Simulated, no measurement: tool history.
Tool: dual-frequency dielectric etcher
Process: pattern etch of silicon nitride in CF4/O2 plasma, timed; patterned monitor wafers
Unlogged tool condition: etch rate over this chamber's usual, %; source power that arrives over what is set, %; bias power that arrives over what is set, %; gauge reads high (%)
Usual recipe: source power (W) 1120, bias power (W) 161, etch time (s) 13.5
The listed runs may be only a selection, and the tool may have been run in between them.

run,hour,source power (W),bias power (W),etch time (s),wafers since the last listed run,hours since the last wet clean,hours since the last source power generator calibration,hours since the last bias power generator calibration,hours since the last upper electrode change,hours since the gauge calibration,"read-back reference wafer on the same gauge, depth_nm",mean etch depth across the wafer (Å)
1,0,1120,143,13.5,0,688.8,1318.9,549.2,1753.8,2313.8,63.9,528
2,61.8,1120,143,13.5,749,750.6,1380.7,611,1815.6,2375.6,63.9,523
# hour 105: wet clean of the chamber
3,140,1120,161,13.5,657,35,1458.9,689.2,1893.8,2453.8,64,547
4,237.1,1120,161,13.5,1178,132.1,1556,786.3,1990.9,2550.9,63.9,544
5,314.6,1120,161,13.5,940,209.6,1633.5,863.8,2068.4,2628.4,63.9,545
6,398.2,1000,170,13.5,1014,293.2,1717.1,947.4,2152,2712,64,515
7,498.1,1000,170,13.5,1212,393.1,1817,1047.3,2251.9,2811.9,63.9,519
8,744.6,1000,170,13.5,2991,639.6,2063.5,1293.8,2498.4,3058.4,63.9,522
9,803.5,1120,161,13.5,714,698.5,2122.4,1352.7,2557.3,3117.3,63.9,551
# hour 841.1: gauge calibrated
# hour 862.9: wet clean of the chamber
10,899.5,1120,161,15.5,873,36.6,2218.4,1448.7,2653.3,58.4,64,625
11,940.3,1120,174,12,495,77.4,2259.2,1489.5,2694.1,99.2,64,502
12,1036.6,1020,161,15.5,1168,173.7,2355.5,1585.8,2790.4,195.5,63.8,586
13,1085.2,1120,161,12,589,222.3,2404.1,1634.4,2839,244.1,63.8,485
14,1130.9,1220,185,9.5,554,268,2449.8,1680.1,2884.7,289.8,63.9,428
15,1201.2,880,185,13.5,853,338.3,2520.1,1750.4,2955,360.1,63.9,488
16,1296.9,1120,161,13.5,1161,434,2615.8,1846.1,3050.7,455.8,63.9,545
17,1341.7,1280,134,17,543,478.8,2660.6,1890.9,3095.5,500.6,63.9,712
18,1447.4,880,185,13.5,1282,584.5,2766.3,1996.6,3201.2,606.3,63.9,486
19,1517.5,1310,195,12,850,654.6,2836.4,2066.7,3271.3,676.4,63.9,574
20,1571,1120,161,13.5,649,708.1,2889.9,2120.2,3324.8,729.9,63.8,541
# hour 1656.9: wet clean of the chamber
# hour 1659.7: bias power generator calibrated
21,1660.5,1000,161,13.5,761,3.6,2979.4,0.8,3414.3,819.4,63.9,508
# hour 1722.5: upper electrode replaced
22,1723,1320,194,10,467,66.1,3041.9,63.3,0.5,881.9,63.9,490
23,1752.6,1190,188,11,359,95.7,3071.5,92.9,30.1,911.5,63.9,492
24,1793.6,1120,124,13.5,497,136.7,3112.5,133.9,71.1,952.5,63.9,504
# hour 1837.4: source power generator calibrated
25,1995.1,950,146,17.5,2396,338.2,157.7,335.4,272.6,1154,63.8,612
26,2090.6,1310,195,12,1158,433.7,253.2,430.9,368.1,1249.5,63.9,586
27,2143.3,1000,150,13.5,639,486.4,305.9,483.6,420.8,1302.2,63.9,491
28,2302.6,970,161,11,1932,645.7,465.2,642.9,580.1,1461.5,63.9,408
# hour 2349.8: wet clean of the chamber
29,2417.8,990,174,11,1106,68,580.4,758.1,695.3,1576.7,63.9,420
30,2630.2,1120,161,13.5,2577,280.4,792.8,970.5,907.7,1789.1,63.9,552

State the hidden condition of the tool at each of the runs:
etch rate over this chamber's usual, %: 0 at every run
source power that arrives over what is set, %: 0 at every run
bias power that arrives over what is set, %: 0 at every run
gauge reads high (%): 0 at every run

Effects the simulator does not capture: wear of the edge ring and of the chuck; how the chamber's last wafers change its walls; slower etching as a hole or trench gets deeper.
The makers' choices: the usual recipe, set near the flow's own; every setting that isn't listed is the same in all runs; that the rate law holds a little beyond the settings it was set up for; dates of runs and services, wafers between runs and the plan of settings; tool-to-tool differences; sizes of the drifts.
